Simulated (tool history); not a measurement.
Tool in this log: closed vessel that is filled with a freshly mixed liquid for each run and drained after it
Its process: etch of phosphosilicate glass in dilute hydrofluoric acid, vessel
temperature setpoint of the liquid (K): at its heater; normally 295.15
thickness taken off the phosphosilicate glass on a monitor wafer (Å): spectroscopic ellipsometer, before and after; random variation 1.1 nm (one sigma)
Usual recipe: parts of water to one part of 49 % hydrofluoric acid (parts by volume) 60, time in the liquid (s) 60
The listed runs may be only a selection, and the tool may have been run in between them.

| run | day | temperature setpoint of the liquid (K) | parts of water to one part of 49 % hydrofluoric acid (parts by volume) | time in the liquid (s) | read-back film thickness of the phosphosilicate glass reference wafer, read on the same gauge (nm) | thickness taken off the phosphosilicate glass on a monitor wafer (Å) |
|---|---|---|---|---|---|---|
| 1 | 0 | 295.15 | 60 | 35 | 30.01 | 775.2 |
| 2 | 3.708 | 295.15 | 60 | 35 | 29.99 | 782.4 |
| 3 | 8.15 | 295.15 | 60 | 60 | 30 | 1316.2 |
| 4 | 12.567 | 295.15 | 60 | 60 | 29.98 | 1322.2 |
| 5 | 16.062 | 295.15 | 40 | 60 | 30 | 2046.1 |
| 6 | 18.704 | 295.15 | 40 | 60 | 29.97 | 2050.6 |
|  | 18.792 | hydrofluoric acid flow meter replaced |
| 7 | 20.438 | 295.15 | 40 | 60 | 29.98 | 2054.3 |
| 8 | 22.217 | 295.15 | 65 | 60 | 30 | 1214.3 |
| 9 | 26.508 | 291.15 | 60 | 40 | 29.99 | 756.4 |
|  | 26.85 | thermometer replaced |
| 10 | 28.558 | 295.15 | 60 | 45 | 29.98 | 994.7 |
| 11 | 32.967 | 295.15 | 60 | 60 | 30 | 1349 |
| 12 | 35.658 | 293.65 | 60 | 60 | 30.02 | 1258.4 |
| 13 | 37.446 | 295.15 | 60 | 60 | 29.97 | 1334.4 |
| 14 | 41.921 | 292.15 | 50 | 60 | 30.01 | 1428.6 |
| 15 | 45.079 | 295.15 | 80 | 60 | 30.02 | 977.5 |
| 16 | 46.725 | 296.65 | 50 | 80 | 29.98 | 2288.8 |
|  | 46.812 | gauge calibrated |
| 17 | 50.592 | 296.65 | 80 | 30 | 30.03 | 524.5 |
| 18 | 54.467 | 297.65 | 75 | 80 | 30.02 | 1579.1 |
| 19 | 58.662 | 295.15 | 60 | 60 | 30 | 1334.5 |
| 20 | 62.467 | 292.65 | 30 | 60 | 30 | 2499.8 |
| 21 | 65.804 | 295.15 | 60 | 60 | 30.02 | 1340.2 |
| 22 | 69 | 298.15 | 70 | 45 | 30 | 950.6 |
| 23 | 70.946 | 295.15 | 60 | 60 | 29.98 | 1337.8 |
| 24 | 73.55 | 296.65 | 50 | 80 | 30.02 | 2306.2 |
| 25 | 75.071 | 295.15 | 35 | 45 | 30 | 1779.7 |
| 26 | 76.654 | 290.65 | 60 | 60 | 30 | 1098.7 |
| 27 | 79.029 | 292.15 | 60 | 60 | 29.99 | 1201.1 |
| 28 | 81 | 295.15 | 60 | 60 | 29.97 | 1336.2 |
|  | 83.921 | thermometer replaced |
| 29 | 84 | 295.15 | 60 | 60 | 30.03 | 1329 |
| 30 | 87.867 | 299.15 | 35 | 45 | 29.96 | 2108.7 |
| 31 | 91.5 | 298.65 | 75 | 60 | 29.99 | 1213.4 |

What was the tool's hidden state at every run in the log?
liquid colder than its thermometer reads (K): 0 at every run
hydrofluoric acid flow above the setpoint (%): 0 at every run
gauge reads high (%): 0 at every run
